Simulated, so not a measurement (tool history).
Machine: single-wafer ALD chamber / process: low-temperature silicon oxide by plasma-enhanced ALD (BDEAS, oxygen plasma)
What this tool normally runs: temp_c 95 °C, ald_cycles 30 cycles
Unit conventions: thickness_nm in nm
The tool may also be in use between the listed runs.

| run | hour | temp_c | ald_cycles | wafers since the last listed run | hours since the last thermocouple change | hours since the gauge calibration | read-back reference wafer on the same gauge, thickness_nm | thickness_nm |
|---|---|---|---|---|---|---|---|---|
| 1 | 0.0 | 95 | 34 | 0 | 2782.2 | 57.7 | 5.040 | 5.265 |
| 2 | 32.6 | 103 | 30 | 252 | 2814.8 | 90.3 | 5.041 | 4.561 |
| 3 | 46.3 | 103 | 30 | 106 | 2828.5 | 104.0 | 5.045 | 4.568 |
| 4 | 65.3 | 101 | 30 | 147 | 2847.5 | 123.0 | 5.038 | 4.578 |
| 5 | 84.1 | 101 | 30 | 145 | 2866.3 | 141.8 | 5.043 | 4.585 |
| 6 | 107.4 | 101 | 30 | 180 | 2889.6 | 165.1 | 5.043 | 4.586 |
| 7 | 138.2 | 89 | 30 | 238 | 2920.4 | 195.9 | 5.042 | 4.746 |
| 8 | 156.5 | 89 | 30 | 141 | 2938.7 | 214.2 | 5.041 | 4.751 |
| 9 | 170.4 | 89 | 30 | 107 | 2952.6 | 228.1 | 5.039 | 4.753 |
| 10 | 197.0 | 106 | 35 | 206 | 2979.2 | 254.7 | 5.042 | 5.297 |
| 11 | 229.2 | 82 | 34 | 249 | 3011.4 | 286.9 | 5.041 | 5.498 |
|  | 249.0 | gauge calibrated |
| 12 | 251.6 | 95 | 26 | 173 | 3033.8 | 2.6 | 5.040 | 4.029 |
|  | 268.1 | thermocouple changed; heater temperature recalibrated |
| 13 | 268.6 | 102 | 32 | 69 | 0.5 | 19.6 | 5.040 | 4.882 |
| 14 | 291.0 | 106 | 33 | 173 | 22.9 | 42.0 | 5.045 | 4.963 |
| 15 | 318.2 | 87 | 36 | 211 | 50.1 | 69.2 | 5.041 | 5.716 |
| 16 | 350.4 | 95 | 30 | 249 | 82.3 | 101.4 | 5.041 | 4.647 |
| 17 | 374.6 | 95 | 30 | 187 | 106.5 | 125.6 | 5.041 | 4.664 |
| 18 | 393.8 | 108 | 28 | 148 | 125.7 | 144.8 | 5.035 | 4.206 |

Here are 5 independent what-if runs from the current tool condition. What would each one return?
| A | 394.2 | 85 | 30 | 3 | 126.1 | 145.2 | ? | ? |
| B | 394.2 | 110 | 30 | 3 | 126.1 | 145.2 | ? | ? |
| C | 394.2 | 95 | 24 | 3 | 126.1 | 145.2 | ? | ? |
| D | 394.2 | 106 | 30 | 3 | 126.1 | 145.2 | ? | ? |
| E | 394.2 | 109 | 28 | 3 | 126.1 | 145.2 | ? | ? |

| run | read-back reference wafer on the same gauge, thickness_nm | thickness_nm |
|---|---|---|
| A | 5.037 | 4.807 |
| B | 5.037 | 4.502 |
| C | 5.037 | 3.725 |
| D | 5.037 | 4.532 |
| E | 5.037 | 4.209 |
Stripped of hidden state, with their random variation kept, the same runs would have yielded:
| run | thickness_nm |
|---|---|
| A | 4.807 |
| B | 4.502 |
| C | 3.725 |
| D | 4.532 |
| E | 4.209 |

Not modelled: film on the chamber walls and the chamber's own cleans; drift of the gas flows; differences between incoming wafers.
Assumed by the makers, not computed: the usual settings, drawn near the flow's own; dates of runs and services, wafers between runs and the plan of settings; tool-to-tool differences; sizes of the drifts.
